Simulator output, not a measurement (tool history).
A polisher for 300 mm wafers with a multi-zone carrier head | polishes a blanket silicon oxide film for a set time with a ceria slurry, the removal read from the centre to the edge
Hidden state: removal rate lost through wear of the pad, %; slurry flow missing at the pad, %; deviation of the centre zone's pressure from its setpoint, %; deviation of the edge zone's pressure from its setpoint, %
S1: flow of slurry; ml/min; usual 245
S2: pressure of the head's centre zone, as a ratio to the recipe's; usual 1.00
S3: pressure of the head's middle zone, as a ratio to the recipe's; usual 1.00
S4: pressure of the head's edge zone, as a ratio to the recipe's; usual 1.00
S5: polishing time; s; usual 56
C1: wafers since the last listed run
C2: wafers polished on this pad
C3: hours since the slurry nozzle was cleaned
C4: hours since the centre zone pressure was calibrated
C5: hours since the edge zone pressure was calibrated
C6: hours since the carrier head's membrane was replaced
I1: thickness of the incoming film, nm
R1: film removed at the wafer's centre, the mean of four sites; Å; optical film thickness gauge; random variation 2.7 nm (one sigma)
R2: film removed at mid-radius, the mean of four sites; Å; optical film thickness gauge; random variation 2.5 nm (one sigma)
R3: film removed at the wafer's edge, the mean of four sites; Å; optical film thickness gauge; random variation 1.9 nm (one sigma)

Run 1, day 0.000: usual settings; C1 0; C2 3085; C3 300.5; C4 106.0; C5 232.3; C6 867.4; I1 1864.6. Result: R1 2699 Å, R2 2598 Å, R3 2703 Å.
Run 2, day 2.196: usual settings; C1 393; C2 3479; C3 353.2; C4 158.7; C5 285.0; C6 920.1; I1 1856.0. Result: R1 2739 Å, R2 2605 Å, R3 2658 Å.
At day 2.371: worn pad replaced by a new one.
Run 3, day 4.325: usual settings; C1 351; C2 350; C3 404.3; C4 209.8; C5 336.1; C6 971.2; I1 1846.1. Result: R1 2705 Å, R2 2568 Å, R3 2716 Å.
At day 4.758: slurry nozzle cleaned.
Run 4, day 6.550: usual settings but S3 1.04, S5 43 s; C1 391; C2 741; C3 43.0; C4 263.2; C5 389.5; C6 1024.6; I1 1843.5. Result: R1 2076 Å, R2 2023 Å, R3 2053 Å.
Run 5, day 7.921: usual settings but S4 0.90, S5 74 s; C1 245; C2 987; C3 75.9; C4 296.1; C5 422.4; C6 1057.5; I1 1826.4. Result: R1 3584 Å, R2 3387 Å, R3 3377 Å.
Run 6, day 8.967: usual settings; C1 187; C2 1175; C3 101.0; C4 321.2; C5 447.5; C6 1082.6; I1 1820.6. Result: R1 2742 Å, R2 2565 Å, R3 2740 Å.
Run 7, day 14.871: usual settings but S1 190 ml/min, S3 1.12; C1 1058; C2 2233; C3 242.7; C4 462.9; C5 589.2; C6 1224.3; I1 1851.2. Result: R1 2669 Å, R2 2678 Å, R3 2659 Å.
Run 8, day 16.112: usual settings but S2 1.03, S5 39 s; C1 222; C2 2456; C3 272.5; C4 492.7; C5 619.0; C6 1254.1; I1 1836.4. Result: R1 2008 Å, R2 1815 Å, R3 1881 Å.
Run 9, day 18.283: usual settings but S1 320 ml/min, S5 38 s; C1 389; C2 2845; C3 324.6; C4 544.8; C5 671.1; C6 1306.2; I1 1841.3. Result: R1 1953 Å, R2 1781 Å, R3 1872 Å.
At day 18.504: carrier head's membrane replaced by a new one.
At day 19.804: worn pad replaced by a new one.
Run 10, day 20.862: usual settings; C1 395; C2 189; C3 386.5; C4 606.7; C5 733.0; C6 56.6; I1 1840.8. Result: R1 2826 Å, R2 2572 Å, R3 2716 Å.
At day 21.721: slurry nozzle cleaned.
Run 11, day 23.362: usual settings but S1 310 ml/min, S3 0.91, S4 0.94, S5 62 s; C1 440; C2 630; C3 39.4; C4 666.7; C5 793.0; C6 116.6; I1 1868.1. Result: R1 3239 Å, R2 2741 Å, R3 2947 Å.
Run 12, day 25.404: usual settings but S1 310 ml/min, S3 0.96; C1 366; C2 996; C3 88.4; C4 715.7; C5 842.0; C6 165.6; I1 1878.7. Result: R1 2974 Å, R2 2632 Å, R3 2766 Å.
At day 26.942: centre zone pressure recalibrated.
Run 13, day 27.146: usual settings; C1 297; C2 1293; C3 130.2; C4 4.9; C5 883.8; C6 207.4; I1 1861.4. Result: R1 2620 Å, R2 2556 Å, R3 2685 Å.
Run 14, day 28.800: usual settings but S2 0.95, S3 1.10; C1 296; C2 1590; C3 169.9; C4 44.6; C5 923.5; C6 247.1; I1 1817.1. Result: R1 2533 Å, R2 2777 Å, R3 2688 Å.
Run 15, day 30.850: usual settings but S5 46 s; C1 367; C2 1958; C3 219.1; C4 93.8; C5 972.7; C6 296.3; I1 1867.4. Result: R1 2199 Å, R2 2119 Å, R3 2202 Å.
Run 16, day 32.188: usual settings; C1 239; C2 2198; C3 251.2; C4 125.9; C5 1004.8; C6 328.4; I1 1856.8. Result: R1 2719 Å, R2 2590 Å, R3 2689 Å.
Run 17, day 33.300: usual settings; C1 199; C2 2397; C3 277.9; C4 152.6; C5 1031.5; C6 355.1; I1 1825.6. Result: R1 2734 Å, R2 2631 Å, R3 2683 Å.
Run 18, day 34.488: usual settings but S1 275 ml/min, S2 1.07, S4 0.97, S5 40 s; C1 212; C2 2610; C3 306.4; C4 181.1; C5 1060.0; C6 383.6; I1 1861.8. Result: R1 2137 Å, R2 1838 Å, R3 1915 Å.
Run 19, day 37.196: usual settings but S1 190 ml/min, S2 0.92, S3 1.04, S4 1.05; C1 485; C2 3096; C3 371.4; C4 246.1; C5 1125.0; C6 448.6; I1 1824.9. Result: R1 2424 Å, R2 2562 Å, R3 2674 Å.
At day 37.775: slurry nozzle cleaned.
At day 38.592: worn pad replaced by a new one.
Run 20, day 39.867: usual settings; C1 441; C2 228; C3 50.2; C4 310.2; C5 1189.1; C6 512.7; I1 1853.7. Result: R1 2824 Å, R2 2534 Å, R3 2686 Å.
Run 21, day 42.446: usual settings but S2 1.05, S3 0.88, S4 1.05, S5 63 s; C1 462; C2 690; C3 112.1; C4 372.1; C5 1251.0; C6 574.6; I1 1853.5. Result: R1 3283 Å, R2 2693 Å, R3 3094 Å.
Run 22, day 43.650: usual settings; C1 215; C2 906; C3 141.0; C4 401.0; C5 1279.9; C6 603.5; I1 1837.8. Result: R1 2797 Å, R2 2568 Å, R3 2665 Å.
At day 43.758: edge zone pressure recalibrated.
Run 23, day 44.662: usual settings but S3 0.93; C1 166; C2 1073; C3 165.3; C4 425.3; C5 21.7; C6 627.8; I1 1854.7. Result: R1 2809 Å, R2 2455 Å, R3 2708 Å.

3 ways to go on from here, each from the tool as it stands after run 23. What would each give?
Run A, day 44.679: usual settings but S2 1.07; C1 2; C2 1076; C3 165.7; C4 425.7; C5 22.1; C6 628.2; I1 1813.9. Result: R1 ?, R2 ?, R3 ?.
Run B, day 44.679: usual settings but S1 195 ml/min; C1 2; C2 1076; C3 165.7; C4 425.7; C5 22.1; C6 628.2; I1 1813.9. Result: R1 ?, R2 ?, R3 ?.
Run C, day 44.679: usual settings but S1 190 ml/min, S2 1.03, S4 1.11, S5 74 s; C1 2; C2 1076; C3 165.7; C4 425.7; C5 22.1; C6 628.2; I1 1813.9. Result: R1 ?, R2 ?, R3 ?.

run    R1    R2    R3
  A  2965  2600  2658
  B  2681  2525  2600
  C  3634  3323  3608
Without the tool's hidden state the same runs would have given:
run    R1    R2    R3
  A  2780  2601  2658
  B  2513  2526  2600
  C  3407  3324  3608
